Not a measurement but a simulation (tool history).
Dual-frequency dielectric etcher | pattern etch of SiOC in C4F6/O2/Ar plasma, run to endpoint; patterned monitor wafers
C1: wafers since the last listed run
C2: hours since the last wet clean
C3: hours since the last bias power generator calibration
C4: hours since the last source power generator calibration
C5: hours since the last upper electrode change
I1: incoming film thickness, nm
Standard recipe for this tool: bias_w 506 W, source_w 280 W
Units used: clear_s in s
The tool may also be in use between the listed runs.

run 1 hour=0.0 | bias_w=506 source_w=280 | C1=0 C2=19.4 C3=2291.0 C4=4061.2 C5=797.2 | I1=34.44 | clear_s=13.6
run 2 hour=100.4 | bias_w=506 source_w=280 | C1=1391 C2=119.8 C3=2391.4 C4=4161.6 C5=897.6 | I1=34.41 | clear_s=13.5
run 3 hour=168.7 | bias_w=533 source_w=280 | C1=946 C2=188.1 C3=2459.7 C4=4229.9 C5=965.9 | I1=34.21 | clear_s=12.9
run 4 hour=248.2 | bias_w=533 source_w=280 | C1=1101 C2=267.6 C3=2539.2 C4=4309.4 C5=1045.4 | I1=34.77 | clear_s=13.1
run 5 hour=339.3 | bias_w=533 source_w=280 | C1=1262 C2=358.7 C3=2630.3 C4=4400.5 C5=1136.5 | I1=34.26 | clear_s=12.8
run 6 hour=426.3 | bias_w=506 source_w=260 | C1=1205 C2=445.7 C3=2717.3 C4=4487.5 C5=1223.5 | I1=34.50 | clear_s=13.7
run 7 hour=523.1 | bias_w=506 source_w=260 | C1=1341 C2=542.5 C3=2814.1 C4=4584.3 C5=1320.3 | I1=34.41 | clear_s=13.7
-- hour=574.9 wet clean of the chamber
run 8 hour=575.4 | bias_w=506 source_w=260 | C1=392 C2=0.5 C3=2866.4 C4=4636.6 C5=1372.6 | I1=34.69 | clear_s=14.2
run 9 hour=671.7 | bias_w=506 source_w=280 | C1=1334 C2=96.8 C3=2962.7 C4=4732.9 C5=1468.9 | I1=34.70 | clear_s=13.6
run 10 hour=750.0 | bias_w=506 source_w=280 | C1=1084 C2=175.1 C3=3041.0 C4=4811.2 C5=1547.2 | I1=34.19 | clear_s=13.4
run 11 hour=848.2 | bias_w=506 source_w=280 | C1=1360 C2=273.3 C3=3139.2 C4=4909.4 C5=1645.4 | I1=34.12 | clear_s=13.2
run 12 hour=933.0 | bias_w=385 source_w=240 | C1=1174 C2=358.1 C3=3224.0 C4=4994.2 C5=1730.2 | I1=34.25 | clear_s=16.9
-- hour=1033.8 upper electrode replaced
run 13 hour=1039.2 | bias_w=506 source_w=260 | C1=1138 C2=464.3 C3=3330.2 C4=5100.4 C5=5.4 | I1=34.20 | clear_s=13.7
-- hour=1100.7 wet clean of the chamber
run 14 hour=1147.0 | bias_w=407 source_w=280 | C1=1161 C2=46.3 C3=3438.0 C4=5208.2 C5=113.2 | I1=34.76 | clear_s=15.3
-- hour=1169.5 source power generator calibrated
run 15 hour=1212.6 | bias_w=412 source_w=310 | C1=853 C2=111.9 C3=3503.6 C4=43.1 C5=178.8 | I1=34.44 | clear_s=14.7
-- hour=1500.5 bias power generator calibrated
run 16 hour=1514.8 | bias_w=506 source_w=210 | C1=4131 C2=414.1 C3=14.3 C4=345.3 C5=481.0 | I1=34.75 | clear_s=16.4
run 17 hour=1583.8 | bias_w=468 source_w=320 | C1=956 C2=483.1 C3=83.3 C4=414.3 C5=550.0 | I1=34.38 | clear_s=13.1
run 18 hour=1658.3 | bias_w=396 source_w=310 | C1=1032 C2=557.6 C3=157.8 C4=488.8 C5=624.5 | I1=34.53 | clear_s=14.5
run 19 hour=1714.8 | bias_w=506 source_w=280 | C1=782 C2=614.1 C3=214.3 C4=545.3 C5=681.0 | I1=34.05 | clear_s=13.2
run 20 hour=1750.8 | bias_w=603 source_w=320 | C1=498 C2=650.1 C3=250.3 C4=581.3 C5=717.0 | I1=34.13 | clear_s=11.3
-- hour=1790.9 wet clean of the chamber
run 21 hour=1823.2 | bias_w=424 source_w=250 | C1=670 C2=32.3 C3=322.7 C4=653.7 C5=789.4 | I1=34.52 | clear_s=16.5
run 22 hour=1910.1 | bias_w=506 source_w=280 | C1=1204 C2=119.2 C3=409.6 C4=740.6 C5=876.3 | I1=34.27 | clear_s=13.8
run 23 hour=1971.0 | bias_w=591 source_w=320 | C1=843 C2=180.1 C3=470.5 C4=801.5 C5=937.2 | I1=33.87 | clear_s=11.7

Each row is a separate what-if for the run after 23, all from the same tool condition, not one after another. Results?
run A hour=1971.4 | bias_w=506 source_w=280 | C1=5 C2=180.5 C3=470.9 C4=801.9 C5=937.6 | I1=34.35 | clear_s=?
run B hour=1971.4 | bias_w=593 source_w=280 | C1=5 C2=180.5 C3=470.9 C4=801.9 C5=937.6 | I1=34.35 | clear_s=?
run C hour=1971.4 | bias_w=604 source_w=320 | C1=5 C2=180.5 C3=470.9 C4=801.9 C5=937.6 | I1=34.35 | clear_s=?
run D hour=1971.4 | bias_w=549 source_w=240 | C1=5 C2=180.5 C3=470.9 C4=801.9 C5=937.6 | I1=34.35 | clear_s=?
run E hour=1971.4 | bias_w=604 source_w=250 | C1=5 C2=180.5 C3=470.9 C4=801.9 C5=937.6 | I1=34.35 | clear_s=?

run=A clear_s=13.8
run=B clear_s=12.7
run=C clear_s=11.7
run=D clear_s=14.4
run=E clear_s=13.4
Stripped of hidden state, with their random variation kept, the same runs would have yielded:
run=A clear_s=13.9
run=B clear_s=12.8
run=C clear_s=11.8
run=D clear_s=14.6
run=E clear_s=13.6

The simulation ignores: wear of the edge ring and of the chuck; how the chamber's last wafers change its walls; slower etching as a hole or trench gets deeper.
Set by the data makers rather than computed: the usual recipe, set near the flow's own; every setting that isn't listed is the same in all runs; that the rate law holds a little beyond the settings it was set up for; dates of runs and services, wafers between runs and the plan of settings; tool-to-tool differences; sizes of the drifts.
